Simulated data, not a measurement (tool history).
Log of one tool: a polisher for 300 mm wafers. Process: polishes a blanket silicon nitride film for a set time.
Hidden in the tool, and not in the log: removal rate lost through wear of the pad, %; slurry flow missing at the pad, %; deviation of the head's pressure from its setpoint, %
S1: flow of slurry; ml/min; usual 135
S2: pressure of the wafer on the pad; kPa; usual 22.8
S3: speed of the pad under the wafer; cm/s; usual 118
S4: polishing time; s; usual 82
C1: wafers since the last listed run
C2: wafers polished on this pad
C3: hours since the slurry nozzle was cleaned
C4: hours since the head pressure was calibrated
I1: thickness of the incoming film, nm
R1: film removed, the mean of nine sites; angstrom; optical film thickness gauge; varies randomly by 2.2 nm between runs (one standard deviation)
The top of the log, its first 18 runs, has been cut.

| run | hour | S1 | S2 | S3 | S4 | C1 | C2 | C3 | C4 | I1 | R1 |
|---|---|---|---|---|---|---|---|---|---|---|---|
|  | 964.5 | slurry nozzle cleaned |
| 19 | 980.7 | 135 | 22.8 | 118 | 82 | 257 | 502 | 16.2 | 93.7 | 764 | 1474 |
| 20 | 1040.1 | 175 | 17.9 | 118 | 82 | 435 | 937 | 75.6 | 153.1 | 761.8 | 1172 |
| 21 | 1098.2 | 135 | 22.8 | 118 | 82 | 425 | 1363 | 133.7 | 211.2 | 773.6 | 1435 |
| 22 | 1126.5 | 150 | 22.8 | 118 | 82 | 207 | 1571 | 162 | 239.5 | 773 | 1401 |
|  | 1188.1 | worn pad replaced by a new one |
| 23 | 1188.6 | 155 | 30.3 | 118 | 82 | 425 | 3 | 224.1 | 301.6 | 785 | 2035 |
| 24 | 1209.5 | 135 | 15.2 | 98 | 101 | 153 | 157 | 245 | 322.5 | 777.5 | 1041 |
| 25 | 1268.3 | 100 | 17.9 | 118 | 82 | 431 | 588 | 303.8 | 381.3 | 761.2 | 1061 |
|  | 1299.5 | slurry nozzle cleaned |
| 26 | 1318.6 | 120 | 22.8 | 118 | 82 | 361 | 949 | 19.1 | 431.6 | 759.7 | 1370 |
| 27 | 1368.8 | 155 | 22.8 | 88 | 82 | 367 | 1317 | 69.3 | 481.8 | 766.5 | 1097 |
| 28 | 1400.8 | 115 | 22.8 | 118 | 105 | 234 | 1552 | 101.3 | 513.8 | 774.4 | 1650 |
| 29 | 1480.7 | 135 | 22.8 | 118 | 111 | 585 | 2137 | 181.2 | 593.7 | 762.8 | 1683 |
| 30 | 1532.7 | 120 | 25.5 | 92 | 59 | 381 | 2518 | 233.2 | 645.7 | 760.1 | 763 |

Forecast each of these 3 alternatives for the next run:
| A | 1533.1 | 175 | 22.8 | 118 | 82 | 2 | 2521 | 233.6 | 646.1 | 781.1 | ? |
| B | 1533.1 | 125 | 26.2 | 118 | 101 | 2 | 2521 | 233.6 | 646.1 | 781.1 | ? |
| C | 1533.1 | 155 | 22.8 | 118 | 82 | 2 | 2521 | 233.6 | 646.1 | 781.1 | ? |

| run | R1 |
|---|---|
| A | 1204 |
| B | 1628 |
| C | 1185 |
Take away the tool's hidden state, keep each run's random variation, and the runs would have read:
| run | R1 |
|---|---|
| A | 1591 |
| B | 2151 |
| C | 1565 |
